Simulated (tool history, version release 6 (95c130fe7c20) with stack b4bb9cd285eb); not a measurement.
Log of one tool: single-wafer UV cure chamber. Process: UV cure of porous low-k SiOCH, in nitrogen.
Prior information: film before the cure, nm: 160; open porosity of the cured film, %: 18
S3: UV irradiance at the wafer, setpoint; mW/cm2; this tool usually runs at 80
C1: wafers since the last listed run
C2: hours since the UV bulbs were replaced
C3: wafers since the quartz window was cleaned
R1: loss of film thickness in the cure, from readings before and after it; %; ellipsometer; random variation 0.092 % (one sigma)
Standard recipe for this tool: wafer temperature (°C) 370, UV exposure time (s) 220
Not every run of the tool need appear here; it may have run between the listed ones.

run 1 hour=0 | wafer_temperature_(°C)=370 UV_exposure_time_(s)=180 S3=80 | C1=0 C2=1435.3 C3=145 | R1=9.603
run 2 hour=44.5 | wafer_temperature_(°C)=370 UV_exposure_time_(s)=180 S3=80 | C1=560 C2=1479.8 C3=706 | R1=9.549
run 3 hour=79.3 | wafer_temperature_(°C)=370 UV_exposure_time_(s)=220 S3=80 | C1=438 C2=1514.6 C3=1144 | R1=10.274
run 4 hour=117.5 | wafer_temperature_(°C)=370 UV_exposure_time_(s)=220 S3=80 | C1=481 C2=1552.8 C3=1626 | R1=10.361
run 5 hour=167.5 | wafer_temperature_(°C)=370 UV_exposure_time_(s)=220 S3=80 | C1=629 C2=1602.8 C3=2256 | R1=10.274
run 6 hour=209.5 | wafer_temperature_(°C)=370 UV_exposure_time_(s)=220 S3=80 | C1=529 C2=1644.8 C3=2785 | R1=10.228
run 7 hour=258.2 | wafer_temperature_(°C)=370 UV_exposure_time_(s)=220 S3=80 | C1=613 C2=1693.5 C3=3398 | R1=9.898
-- hour=294.1 quartz window cleaned
run 8 hour=305.9 | wafer_temperature_(°C)=370 UV_exposure_time_(s)=305 S3=80 | C1=500 C2=1741.2 C3=148 | R1=12.201
run 9 hour=370.9 | wafer_temperature_(°C)=370 UV_exposure_time_(s)=305 S3=80 | C1=818 C2=1806.2 C3=967 | R1=11.972
run 10 hour=417.2 | wafer_temperature_(°C)=364 UV_exposure_time_(s)=220 S3=80 | C1=583 C2=1852.5 C3=1550 | R1=10.076
run 11 hour=485.3 | wafer_temperature_(°C)=364 UV_exposure_time_(s)=220 S3=80 | C1=858 C2=1920.6 C3=2408 | R1=9.858
run 12 hour=523.8 | wafer_temperature_(°C)=356 UV_exposure_time_(s)=220 S3=80 | C1=485 C2=1959.1 C3=2893 | R1=9.772
run 13 hour=587.6 | wafer_temperature_(°C)=370 UV_exposure_time_(s)=220 S3=80 | C1=803 C2=2022.9 C3=3697 | R1=9.914
-- hour=656.7 quartz window cleaned
-- hour=713 UV bulbs replaced
run 14 hour=713.5 | wafer_temperature_(°C)=370 UV_exposure_time_(s)=220 S3=80 | C1=1384 C2=0.5 C3=614 | R1=10.427
run 15 hour=780.7 | wafer_temperature_(°C)=385 UV_exposure_time_(s)=220 S3=55 | C1=846 C2=67.7 C3=1461 | R1=8.967
run 16 hour=808 | wafer_temperature_(°C)=370 UV_exposure_time_(s)=220 S3=107 | C1=343 C2=95 C3=1805 | R1=11.316
run 17 hour=857.2 | wafer_temperature_(°C)=370 UV_exposure_time_(s)=220 S3=80 | C1=619 C2=144.2 C3=2424 | R1=10.04
run 18 hour=925.2 | wafer_temperature_(°C)=385 UV_exposure_time_(s)=220 S3=55 | C1=856 C2=212.2 C3=3281 | R1=8.634
run 19 hour=955.7 | wafer_temperature_(°C)=381 UV_exposure_time_(s)=220 S3=62 | C1=384 C2=242.7 C3=3665 | R1=9.102
-- hour=989.9 quartz window cleaned
run 20 hour=1004.6 | wafer_temperature_(°C)=381 UV_exposure_time_(s)=220 S3=62 | C1=515 C2=291.6 C3=185 | R1=9.704
run 21 hour=1036.2 | wafer_temperature_(°C)=370 UV_exposure_time_(s)=330 S3=98 | C1=398 C2=323.2 C3=583 | R1=13.284
run 22 hour=1107 | wafer_temperature_(°C)=370 UV_exposure_time_(s)=220 S3=80 | C1=892 C2=394 C3=1475 | R1=10.238
run 23 hour=1173.8 | wafer_temperature_(°C)=377 UV_exposure_time_(s)=130 S3=51 | C1=841 C2=460.8 C3=2317 | R1=6.224
run 24 hour=1369.5 | wafer_temperature_(°C)=359 UV_exposure_time_(s)=220 S3=98 | C1=2465 C2=656.5 C3=4783 | R1=10.391
-- hour=1377.8 quartz window cleaned
run 25 hour=1427.1 | wafer_temperature_(°C)=359 UV_exposure_time_(s)=220 S3=44 | C1=624 C2=714.1 C3=620 | R1=7.654
run 26 hour=1616.5 | wafer_temperature_(°C)=352 UV_exposure_time_(s)=160 S3=110 | C1=2386 C2=903.5 C3=3006 | R1=9.588
run 27 hour=1645.3 | wafer_temperature_(°C)=370 UV_exposure_time_(s)=220 S3=80 | C1=362 C2=932.3 C3=3369 | R1=9.898
run 28 hour=1682.7 | wafer_temperature_(°C)=360 UV_exposure_time_(s)=265 S3=51 | C1=471 C2=969.7 C3=3841 | R1=8.395
run 29 hour=1711.5 | wafer_temperature_(°C)=377 UV_exposure_time_(s)=180 S3=119 | C1=362 C2=998.5 C3=4203 | R1=10.525

Below are 3 alternative next runs, each starting from the tool's condition after run 29. Predict each:
run A hour=1711.9 | wafer_temperature_(°C)=370 UV_exposure_time_(s)=315 S3=80 | C1=5 C2=998.9 C3=4208 | R1=?
run B hour=1711.9 | wafer_temperature_(°C)=378 UV_exposure_time_(s)=220 S3=80 | C1=5 C2=998.9 C3=4208 | R1=?
run C hour=1711.9 | wafer_temperature_(°C)=362 UV_exposure_time_(s)=290 S3=61 | C1=5 C2=998.9 C3=4208 | R1=?

run=A R1=11.222
run=B R1=9.774
run=C R1=9.504
What these runs would have given with no unlogged condition in the tool:
run=A R1=12.221
run=B R1=10.734
run=C R1=10.456

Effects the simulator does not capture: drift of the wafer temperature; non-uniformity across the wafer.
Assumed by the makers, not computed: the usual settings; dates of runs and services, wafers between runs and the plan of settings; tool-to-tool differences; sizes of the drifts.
